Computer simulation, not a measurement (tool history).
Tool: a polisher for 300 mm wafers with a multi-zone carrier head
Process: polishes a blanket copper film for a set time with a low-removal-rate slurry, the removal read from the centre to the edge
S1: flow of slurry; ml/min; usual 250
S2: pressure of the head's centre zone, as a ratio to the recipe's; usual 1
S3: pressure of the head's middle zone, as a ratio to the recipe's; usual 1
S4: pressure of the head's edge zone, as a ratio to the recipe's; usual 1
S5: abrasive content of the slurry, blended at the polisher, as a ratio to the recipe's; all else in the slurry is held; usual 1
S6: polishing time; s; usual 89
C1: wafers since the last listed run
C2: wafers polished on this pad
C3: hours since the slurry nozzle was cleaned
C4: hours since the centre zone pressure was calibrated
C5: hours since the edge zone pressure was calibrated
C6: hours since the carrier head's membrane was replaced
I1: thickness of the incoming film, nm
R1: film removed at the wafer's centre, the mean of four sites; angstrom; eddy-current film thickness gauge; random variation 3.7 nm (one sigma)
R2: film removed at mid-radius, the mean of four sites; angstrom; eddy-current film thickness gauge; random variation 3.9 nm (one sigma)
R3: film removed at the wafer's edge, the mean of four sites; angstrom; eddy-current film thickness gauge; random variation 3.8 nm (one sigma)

Run 1, hour 0: usual settings; C1 0; C2 2108; C3 549.3; C4 184.2; C5 403.1; C6 40.6; I1 971.9. Result: R1 3342 angstrom, R2 3278 angstrom, R3 3494 angstrom.
At hour 55.3: worn pad replaced by a new one.
Run 2, hour 60.2: usual settings but S1 180 ml/min; C1 538; C2 46; C3 609.5; C4 244.4; C5 463.3; C6 100.8; I1 990.1. Result: R1 3203 angstrom, R2 3215 angstrom, R3 3404 angstrom.
At hour 80.4: edge zone pressure recalibrated.
Run 3, hour 111.7: usual settings but S2 1.08, S3 0.95; C1 474; C2 521; C3 661; C4 295.9; C5 31.3; C6 152.3; I1 979.9. Result: R1 3585 angstrom, R2 3300 angstrom, R3 3430 angstrom.
At hour 120.8: slurry nozzle cleaned.
Run 4, hour 169.3: usual settings but S6 105 s; C1 542; C2 1063; C3 48.5; C4 353.5; C5 88.9; C6 209.9; I1 972.5. Result: R1 3714 angstrom, R2 3940 angstrom, R3 4037 angstrom.
Run 5, hour 240.9: usual settings but S6 105 s; C1 686; C2 1749; C3 120.1; C4 425.1; C5 160.5; C6 281.5; I1 988.3. Result: R1 3751 angstrom, R2 3958 angstrom, R3 4056 angstrom.
At hour 279.6: centre zone pressure recalibrated.
Run 6, hour 286.7: usual settings but S4 0.9; C1 419; C2 2169; C3 165.9; C4 7.1; C5 206.3; C6 327.3; I1 998.9. Result: R1 3421 angstrom, R2 3319 angstrom, R3 3277 angstrom.
Run 7, hour 335.8: usual settings but S6 59 s; C1 470; C2 2640; C3 215; C4 56.2; C5 255.4; C6 376.4; I1 982.2. Result: R1 2274 angstrom, R2 2183 angstrom, R3 2261 angstrom.
Run 8, hour 393.5: usual settings but S4 1.08; C1 552; C2 3193; C3 272.7; C4 113.9; C5 313.1; C6 434.1; I1 975.1. Result: R1 3450 angstrom, R2 3370 angstrom, R3 3466 angstrom.
At hour 403.1: worn pad replaced by a new one.
Run 9, hour 430.2: usual settings but S1 165 ml/min, S4 1.05, S5 0.75, S6 112 s; C1 313; C2 259; C3 309.4; C4 150.6; C5 349.8; C6 470.8; I1 975.2. Result: R1 3693 angstrom, R2 3566 angstrom, R3 3812 angstrom.
Run 10, hour 501: usual settings; C1 678; C2 938; C3 380.2; C4 221.4; C5 420.6; C6 541.6; I1 975.7. Result: R1 3411 angstrom, R2 3384 angstrom, R3 3404 angstrom.
At hour 514.1: edge zone pressure recalibrated.
Run 11, hour 548.2: usual settings; C1 433; C2 1371; C3 427.4; C4 268.6; C5 34.1; C6 588.8; I1 973.1. Result: R1 3383 angstrom, R2 3418 angstrom, R3 3438 angstrom.
Run 12, hour 614.4: usual settings but S1 185 ml/min, S2 1.07, S4 0.97, S6 73 s; C1 634; C2 2006; C3 493.6; C4 334.8; C5 100.3; C6 655; I1 981.9. Result: R1 2781 angstrom, R2 2609 angstrom, R3 2733 angstrom.
At hour 645.3: carrier head's membrane replaced by a new one.
Run 13, hour 645.8: usual settings but S2 0.89, S6 70 s; C1 253; C2 2259; C3 525; C4 366.2; C5 131.7; C6 0.5; I1 972.3. Result: R1 2326 angstrom, R2 2655 angstrom, R3 2733 angstrom.
Run 14, hour 712.6: usual settings but S4 0.92; C1 640; C2 2899; C3 591.8; C4 433; C5 198.5; C6 67.3; I1 981. Result: R1 3215 angstrom, R2 3394 angstrom, R3 3360 angstrom.
At hour 747.1: worn pad replaced by a new one.
Run 15, hour 748.6: usual settings but S2 1.08, S3 0.92, S4 1.07, S5 1.1; C1 306; C2 14; C3 627.8; C4 469; C5 234.5; C6 103.3; I1 981.6. Result: R1 3522 angstrom, R2 3279 angstrom, R3 3654 angstrom.
At hour 784.7: centre zone pressure recalibrated.
Run 16, hour 804.7: usual settings but S2 0.96, S6 107 s; C1 518; C2 532; C3 683.9; C4 20; C5 290.6; C6 159.4; I1 977.5. Result: R1 3890 angstrom, R2 4019 angstrom, R3 4136 angstrom.
Run 17, hour 876.2: usual settings; C1 685; C2 1217; C3 755.4; C4 91.5; C5 362.1; C6 230.9; I1 994.9. Result: R1 3409 angstrom, R2 3403 angstrom, R3 3478 angstrom.
At hour 926.8: edge zone pressure recalibrated.
Run 18, hour 936.4: usual settings; C1 557; C2 1775; C3 815.6; C4 151.7; C5 9.6; C6 291.1; I1 964.9. Result: R1 3345 angstrom, R2 3336 angstrom, R3 3398 angstrom.
Run 19, hour 997.8: usual settings but S2 1.11; C1 588; C2 2364; C3 877; C4 213.1; C5 71; C6 352.5; I1 995.3. Result: R1 3722 angstrom, R2 3374 angstrom, R3 3468 angstrom.
At hour 999.4: slurry nozzle cleaned.
Run 20, hour 1040.8: usual settings; C1 402; C2 2766; C3 41.4; C4 256.1; C5 114; C6 395.5; I1 976.1. Result: R1 3322 angstrom, R2 3401 angstrom, R3 3387 angstrom.

Hidden state at the last listed run before each entry between runs and at the first one after, where it differs:
Between runs 1 and 2: worn pad replaced by a new one (hour 55.3)
  deviation of the centre zone's pressure from its setpoint, %: -2.62 -> -3.57
  measured less the result without the state, R1: -84 -> -110 angstrom
Between runs 2 and 3: edge zone pressure recalibrated (hour 80.4)
  deviation of the centre zone's pressure from its setpoint, %: -3.57 -> -4.59
  measured less the result without the state, R1: -110 -> -159 angstrom
Between runs 3 and 4: slurry nozzle cleaned (hour 120.8)
  deviation of the centre zone's pressure from its setpoint, %: -4.59 -> -5.97
  measured less the result without the state, R1: -159 -> -219 angstrom
Between runs 5 and 6: centre zone pressure recalibrated (hour 279.6)
  deviation of the centre zone's pressure from its setpoint, %: -8.02 -> 0.86
  measured less the result without the state, R1: -303 -> +28 angstrom
Between runs 8 and 9: worn pad replaced by a new one (hour 403.1)
  deviation of the centre zone's pressure from its setpoint, %: 0.383 -> 0.0258
  measured less the result without the state, R1: +12 -> +1 angstrom
Between runs 10 and 11: edge zone pressure recalibrated (hour 514.1)
  deviation of the centre zone's pressure from its setpoint, %: -0.945 -> -1.8
  measured less the result without the state, R1: -30 -> -57 angstrom
Between runs 12 and 13: carrier head's membrane replaced by a new one (hour 645.3)
  deviation of the centre zone's pressure from its setpoint, %: -3.27 -> -4.08
  measured less the result without the state, R1: -87 -> -93 angstrom
Between runs 14 and 15: worn pad replaced by a new one (hour 747.1)
  deviation of the centre zone's pressure from its setpoint, %: -6.05 -> -7.24
  measured less the result without the state, R1: -191 -> -253 angstrom
Between runs 15 and 16: centre zone pressure recalibrated (hour 784.7)
  deviation of the centre zone's pressure from its setpoint, %: -7.24 -> -1.02
  measured less the result without the state, R1: -253 -> -37 angstrom
Between runs 17 and 18: edge zone pressure recalibrated (hour 926.8)
  deviation of the centre zone's pressure from its setpoint, %: -1.31 -> -1.85
  measured less the result without the state, R1: -43 -> -59 angstrom
Between runs 19 and 20: slurry nozzle cleaned (hour 999.4)
  deviation of the centre zone's pressure from its setpoint, %: -2.68 -> -3.42
  measured less the result without the state, R1: -95 -> -109 angstrom

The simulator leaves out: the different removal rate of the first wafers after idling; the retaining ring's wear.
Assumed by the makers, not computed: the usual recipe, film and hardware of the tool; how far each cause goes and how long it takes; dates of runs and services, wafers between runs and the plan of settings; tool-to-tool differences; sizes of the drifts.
